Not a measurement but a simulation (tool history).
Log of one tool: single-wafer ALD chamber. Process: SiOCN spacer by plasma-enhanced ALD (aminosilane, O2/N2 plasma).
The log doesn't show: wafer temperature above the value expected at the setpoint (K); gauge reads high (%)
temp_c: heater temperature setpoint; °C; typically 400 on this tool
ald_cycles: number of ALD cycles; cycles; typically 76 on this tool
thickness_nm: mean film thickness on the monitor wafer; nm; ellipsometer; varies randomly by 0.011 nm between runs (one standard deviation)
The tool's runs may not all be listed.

run,hour,temp_c,ald_cycles,wafers since the last listed run,hours since the last thermocouple change,hours since the gauge calibration,"read-back reference wafer on the same gauge, thickness_nm",thickness_nm
1,0.0,400,76,0,1350.2,970.0,4.392,4.387
2,97.4,400,76,277,1447.6,1067.4,4.387,4.382
3,161.0,403,76,181,1511.2,1131.0,4.390,4.340
4,240.3,403,76,226,1590.5,1210.3,4.389,4.342
5,387.0,403,76,418,1737.2,1357.0,4.391,4.340
6,433.1,400,76,131,1783.3,1403.1,4.391,4.385
7,503.3,400,76,200,1853.5,1473.3,4.390,4.392
8,569.1,400,70,187,1919.3,1539.1,4.394,4.037
9,626.5,400,70,163,1976.7,1596.5,4.390,4.046
10,710.8,400,76,240,2061.0,1680.8,4.390,4.384
11,748.2,400,76,106,2098.4,1718.2,4.390,4.384
12,796.0,400,76,136,2146.2,1766.0,4.393,4.377
13,842.2,400,76,131,2192.4,1812.2,4.390,4.388
14,934.6,400,76,263,2284.8,1904.6,4.388,4.380
15,1025.2,400,76,258,2375.4,1995.2,4.392,4.372
16,1099.3,400,76,211,2449.5,2069.3,4.389,4.391
17,1333.6,400,76,668,2683.8,2303.6,4.391,4.384
18,1437.8,406,65,297,2788.0,2407.8,4.390,3.672
# hour 1504.9: thermocouple changed; heater temperature recalibrated
# hour 1540.0: gauge calibrated
19,1601.1,389,85,443,96.2,61.1,4.391,4.924
20,1799.1,407,66,565,294.2,259.1,4.389,3.714
21,1863.6,400,76,184,358.7,323.6,4.389,4.382
22,2065.4,400,76,575,560.5,525.4,4.389,4.370
23,2155.0,400,76,255,650.1,615.0,4.392,4.379
24,2244.6,411,85,255,739.7,704.6,4.389,4.687
25,2352.2,400,84,307,847.3,812.2,4.390,4.846
26,2388.5,400,89,103,883.6,848.5,4.390,5.124
27,2454.0,406,76,186,949.1,914.0,4.389,4.295
28,2558.3,388,83,297,1053.4,1018.3,4.391,4.781
29,2643.7,400,76,243,1138.8,1103.7,4.388,4.375
30,2744.3,393,76,287,1239.4,1204.3,4.390,4.401

Exercise: give the hidden state of the tool at every run:
wafer temperature above the value expected at the setpoint (K): 0 across all the runs
gauge reads high (%): 0 across all the runs
